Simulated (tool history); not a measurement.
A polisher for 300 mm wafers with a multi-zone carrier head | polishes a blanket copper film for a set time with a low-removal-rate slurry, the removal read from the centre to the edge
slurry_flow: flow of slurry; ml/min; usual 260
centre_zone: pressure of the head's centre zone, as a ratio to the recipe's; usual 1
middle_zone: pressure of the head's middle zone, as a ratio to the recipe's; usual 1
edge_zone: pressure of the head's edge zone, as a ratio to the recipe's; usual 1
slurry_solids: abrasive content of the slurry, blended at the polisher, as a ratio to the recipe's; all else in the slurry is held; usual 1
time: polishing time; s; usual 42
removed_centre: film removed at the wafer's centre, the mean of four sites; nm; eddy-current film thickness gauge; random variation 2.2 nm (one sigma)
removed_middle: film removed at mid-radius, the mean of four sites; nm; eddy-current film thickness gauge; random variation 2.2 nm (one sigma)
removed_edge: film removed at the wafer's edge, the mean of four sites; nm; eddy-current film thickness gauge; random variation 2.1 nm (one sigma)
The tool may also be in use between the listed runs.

run,hour,slurry_flow,centre_zone,middle_zone,edge_zone,slurry_solids,time,"incoming thickness of the incoming film, nm",removed_centre,removed_middle,removed_edge
1,0,260,1,1,1,1,42,944.3,207.2,182.7,191.9
2,15.1,260,1,1,1,1,42,937.2,212.9,182.6,187.4
3,48.6,260,1,1,1,1,42,930.7,212.7,182.6,187.8
4,60.8,260,1,1,1.04,1,42,944.3,212.7,184,194.3
# hour 88.2: worn pad replaced by a new one
5,127.8,260,1,1,1,1,42,948.1,210.8,181,190.9
6,161,260,1,1,1,1,42,942.3,212.4,182.6,186.2
# hour 178.2: worn pad replaced by a new one
# hour 216.1: centre zone pressure recalibrated
# hour 233.6: edge zone pressure recalibrated
7,265.9,260,0.94,1,1,1,42,954.3,177.4,181.9,189.4
# hour 288.1: worn pad replaced by a new one
# hour 289.9: carrier head's membrane replaced by a new one
# hour 292.4: slurry nozzle cleaned
8,299.6,260,1,1,1,1.15,42,936.7,205.1,185.3,194.6
9,322,260,1,1.06,1,1,32,946.3,147.6,147.1,144.1
10,336.6,260,1,1,1,1,42,935.4,195.6,179.8,190
11,368.1,335,1,1,1,1,42,936.2,202.3,185.3,193.5
# hour 380.1: worn pad replaced by a new one
12,389.3,335,1,1,1,1,42,940.7,198.5,184.2,192.7
13,416.1,260,0.96,0.96,1,1,42,940.4,190.9,177.9,189.7
14,434.7,260,1,1.11,1,0.9,47,938.9,220.4,217.1,208.3
15,464.1,260,1,0.92,1,1,42,941.9,199.2,175.3,187.8
# hour 478.1: worn pad replaced by a new one
16,487.7,260,1,1,0.89,1,54,956,261,229.8,231.5

Some steps in removed_centre between neighbouring runs. How much of each would the tool show without its hidden state too (settings, what came in, random variation), and how much is left for the hidden state, with any gauge scatter that isn't in both results?
The hidden state here: removal rate lost through wear of the pad, %; slurry flow missing at the pad, %; deviation of the centre zone's pressure from its setpoint, %; deviation of the edge zone's pressure from its setpoint, %.
Run 6 -> 7: centre_zone 1 -> 0.94, worn pad replaced by a new one, centre zone pressure recalibrated, edge zone pressure recalibrated. removed_centre -35 nm: hidden state -19.4, all else -15.6.
Run 15 -> 16: middle_zone 0.92 -> 1, edge_zone 1 -> 0.89, time 42 -> 54, worn pad replaced by a new one. removed_centre +61.8 nm: hidden state +5.2, all else +56.6.

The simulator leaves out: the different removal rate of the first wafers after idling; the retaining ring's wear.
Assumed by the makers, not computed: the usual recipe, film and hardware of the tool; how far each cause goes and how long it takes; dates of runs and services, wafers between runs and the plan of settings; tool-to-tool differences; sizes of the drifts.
